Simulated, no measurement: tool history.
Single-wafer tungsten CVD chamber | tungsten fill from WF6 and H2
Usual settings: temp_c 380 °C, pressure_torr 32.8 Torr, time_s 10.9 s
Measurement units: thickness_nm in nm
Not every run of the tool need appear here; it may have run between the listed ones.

run    hour  temp_c  pressure_torr  time_s  wafers since the last listed run  hours since the last thermocouple change  hours since the last manometer calibration  hours since the showerhead was replaced  hours since the gauge calibration  read-back reference wafer on the same gauge, thickness_nm  thickness_nm
  1     0.0     380           32.8    12.6                                 0                                    1693.8                                       577.4                                   3048.8                              324.4                                                     23.652        25.487
  2   102.5     380           32.8    12.6                              2446                                    1796.3                                       679.9                                   3151.3                              426.9                                                     23.730        25.546
      133.9  -- thermocouple changed; heater temperature recalibrated
  3   161.1     380           32.8    10.9                              1207                                      27.2                                       738.5                                   3209.9                              485.5                                                     23.742        21.968
  4   262.9     380           32.8    10.9                              2430                                     129.0                                       840.3                                   3311.7                              587.3                                                     23.708        22.151
  5   308.3     380           32.8    10.9                              1083                                     174.4                                       885.7                                   3357.1                              632.7                                                     23.720        22.059
  6   374.5     380           32.8    10.9                              1580                                     240.6                                       951.9                                   3423.3                              698.9                                                     23.713        22.229
  7   471.9     380           32.8    10.9                              2324                                     338.0                                      1049.3                                   3520.7                              796.3                                                     23.659        22.284
      546.2  -- showerhead replaced
  8   558.4     377           32.8    10.9                              1873                                     424.5                                      1135.8                                     12.2                              882.8                                                     23.702        21.027
  9   631.3     380           32.8    10.9                              1740                                     497.4                                      1208.7                                     85.1                              955.7                                                     23.657        21.971
 10   673.0     380           32.8    10.9                               995                                     539.1                                      1250.4                                    126.8                              997.4                                                     23.736        22.016
 11   776.3     380           32.8    10.9                              2465                                     642.4                                      1353.7                                    230.1                             1100.7                                                     23.689        22.032
 12   837.5     380           32.8    10.9                              1460                                     703.6                                      1414.9                                    291.3                             1161.9                                                     23.653        22.188
      874.9  -- capacitance manometer re-zeroed and calibrated
 13   901.3     380           32.8    10.9                              1331                                     767.4                                        26.4                                    355.1                             1225.7                                                     23.705        22.186
 14   960.4     380           32.8    10.9                              1410                                     826.5                                        85.5                                    414.2                             1284.8                                                     23.705        21.966
 15  1025.7     380           37.2    10.9                              1558                                     891.8                                       150.8                                    479.5                             1350.1                                                     23.732        24.194
 16  1102.3     385           36.4     9.2                              1828                                     968.4                                       227.4                                    556.1                             1426.7                                                     23.696        21.920
     1177.8  -- gauge calibrated
 17  1196.6     388           28.9     8.8                              2250                                    1062.7                                       321.7                                    650.4                               18.8                                                     23.658        18.686
 18  1264.2     380           29.2    10.9                              1613                                    1130.3                                       389.3                                    718.0                               86.4                                                     23.728        20.234
 19  1353.7     387           32.8    12.3                              2136                                    1219.8                                       478.8                                    807.5                              175.9                                                     23.681        28.529
 20  1439.3     392           27.7     9.5                              2043                                    1305.4                                       564.4                                    893.1                              261.5                                                     23.693        21.236
 21  1518.6     392           35.9    12.3                              1892                                    1384.7                                       643.7                                    972.4                              340.8                                                     23.704        33.242
 22  1588.4     380           37.7     8.8                              1666                                    1454.5                                       713.5                                   1042.2                              410.6                                                     23.722        19.480
 23  1634.0     387           26.2     9.3                              1088                                    1500.1                                       759.1                                   1087.8                              456.2                                                     23.686        17.939
 24  1722.7     380           38.3    12.4                              2117                                    1588.8                                       847.8                                   1176.5                              544.9                                                     23.742        28.042
     1744.1  -- thermocouple changed; heater temperature recalibrated
 25  1803.7     380           32.8    10.9                              1742                                      59.6                                       928.8                                   1257.5                              625.9                                                     23.707        22.034
 26  1879.5     387           32.8    12.9                              1809                                     135.4                                      1004.6                                   1333.3                              701.7                                                     23.680        29.663
 27  1973.4     380           32.8    12.1                              2241                                     229.3                                      1098.5                                   1427.2                              795.6                                                     23.690        24.528
 28  2018.2     370           32.8    10.9                              1069                                     274.1                                      1143.3                                   1472.0                              840.4                                                     23.754        18.148
 29  2062.9     380           32.8    10.9                              1067                                     318.8                                      1188.0                                   1516.7                              885.1                                                     23.711        21.902
 30  2110.4     388           27.7    12.6                              1133                                     366.3                                      1235.5                                   1564.2                              932.6                                                     23.693        26.201
 31  2200.0     380           32.8    10.9                              2138                                     455.9                                      1325.1                                   1653.8                             1022.2                                                     23.739        22.196
 32  2238.9     387           32.8    10.9                               928                                     494.8                                      1364.0                                   1692.7                             1061.1                                                     23.739        25.216
 33  2322.9     380           32.8    10.9                              2005                                     578.8                                      1448.0                                   1776.7                             1145.1                                                     23.719        22.216
 34  2364.9     380           32.8    10.9                              1002                                     620.8                                      1490.0                                   1818.7                             1187.1                                                     23.743        21.949

Hidden state, per run?
wafer temperature above the value expected at the setpoint (K): 0 in every run
true pressure above the setpoint (%): 0 in every run
gauge reads high (%): 0 in every run
